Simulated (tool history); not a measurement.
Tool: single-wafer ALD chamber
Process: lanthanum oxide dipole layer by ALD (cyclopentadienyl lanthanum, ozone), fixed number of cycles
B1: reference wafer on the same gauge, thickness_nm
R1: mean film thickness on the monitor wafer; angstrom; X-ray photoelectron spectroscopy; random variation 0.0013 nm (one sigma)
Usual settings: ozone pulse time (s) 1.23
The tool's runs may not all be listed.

Run 1, hour 0: usual settings but ozone pulse time (s) 1.11; B1 0.592. Result: R1 4.59 angstrom.
Run 2, hour 13.8: usual settings but ozone pulse time (s) 0.89; B1 0.592. Result: R1 4.07 angstrom.
Run 3, hour 30.2: usual settings; B1 0.592. Result: R1 4.8 angstrom.
Run 4, hour 50: usual settings; B1 0.592. Result: R1 4.79 angstrom.
Run 5, hour 72.1: usual settings; B1 0.592. Result: R1 4.79 angstrom.
Run 6, hour 91.8: usual settings but ozone pulse time (s) 1.09; B1 0.592. Result: R1 4.57 angstrom.
Run 7, hour 124.1: usual settings but ozone pulse time (s) 1.41; B1 0.592. Result: R1 5.03 angstrom.
Run 8, hour 136.8: usual settings but ozone pulse time (s) 1.41; B1 0.592. Result: R1 5 angstrom.
At hour 147.1: ozone generator serviced.
Run 9, hour 151.2: usual settings but ozone pulse time (s) 1.41; B1 0.592. Result: R1 5.19 angstrom.
At hour 162.8: gauge calibrated.
Run 10, hour 168.8: usual settings; B1 0.592. Result: R1 5.02 angstrom.
Run 11, hour 201.8: usual settings but ozone pulse time (s) 0.91; B1 0.592. Result: R1 4.39 angstrom.
Run 12, hour 234.6: usual settings but ozone pulse time (s) 0.92; B1 0.592. Result: R1 4.41 angstrom.
At hour 254.7: thermocouple changed; heater temperature recalibrated.
Run 13, hour 255.2: usual settings but ozone pulse time (s) 1.58; B1 0.592. Result: R1 5.29 angstrom.
Run 14, hour 277: usual settings; B1 0.593. Result: R1 4.96 angstrom.
Run 15, hour 299.1: usual settings but ozone pulse time (s) 1.7; B1 0.592. Result: R1 5.32 angstrom.
Run 16, hour 312.3: usual settings but ozone pulse time (s) 0.88; B1 0.591. Result: R1 4.26 angstrom.
Run 17, hour 339.1: usual settings but ozone pulse time (s) 0.98; B1 0.592. Result: R1 4.53 angstrom.
Run 18, hour 359.9: usual settings; B1 0.592. Result: R1 4.93 angstrom.
Run 19, hour 376.7: usual settings but ozone pulse time (s) 0.9; B1 0.592. Result: R1 4.31 angstrom.
Run 20, hour 391.8: usual settings but ozone pulse time (s) 1.02; B1 0.592. Result: R1 4.57 angstrom.
Run 21, hour 414.8: usual settings; B1 0.592. Result: R1 4.92 angstrom.
At hour 455.6: showerhead replaced.
Run 22, hour 456.1: usual settings but ozone pulse time (s) 0.78; B1 0.592. Result: R1 3.86 angstrom.
Run 23, hour 485.6: usual settings but ozone pulse time (s) 1.04; B1 0.592. Result: R1 4.56 angstrom.
Run 24, hour 498.3: usual settings; B1 0.592. Result: R1 4.87 angstrom.
Run 25, hour 515.3: usual settings but ozone pulse time (s) 1.65; B1 0.592. Result: R1 5.27 angstrom.
Run 26, hour 540.6: usual settings; B1 0.592. Result: R1 4.88 angstrom.
Run 27, hour 552.8: usual settings but ozone pulse time (s) 1.71; B1 0.593. Result: R1 5.29 angstrom.
Run 28, hour 569.5: usual settings; B1 0.592. Result: R1 4.88 angstrom.
Run 29, hour 602.2: usual settings; B1 0.592. Result: R1 4.88 angstrom.
Run 30, hour 620.6: usual settings but ozone pulse time (s) 1.64; B1 0.592. Result: R1 5.24 angstrom.
Run 31, hour 656.1: usual settings but ozone pulse time (s) 0.75; B1 0.592. Result: R1 3.68 angstrom.
Run 32, hour 670.3: usual settings but ozone pulse time (s) 1.36; B1 0.592. Result: R1 4.99 angstrom.
Run 33, hour 704.6: usual settings; B1 0.592. Result: R1 4.84 angstrom.

What the log doesn't show, run by run:
wafer temperature above the value expected at the setpoint (K): 0 in every run
gauge reads high (%): 0 in every run
H1: ozone dose above that of a generator just serviced (%)
run     H1
  1  -13.7
  2  -13.7
  3  -13.7
  4  -13.8
  5  -13.8
  6  -13.9
  7  -13.9
  8  -13.9
  9   -1.2
 10  -1.72
 11  -2.65
 12  -3.51
 13  -4.01
 14  -4.53
 15  -5.03
 16  -5.31
 17  -5.87
 18  -6.28
 19  -6.59
 20  -6.87
 21  -7.27
 22  -7.95
 23   -8.4
 24  -8.58
 25  -8.82
 26  -9.16
 27  -9.31
 28  -9.52
 29  -9.91
 30  -10.1
 31  -10.5
 32  -10.6
 33    -11
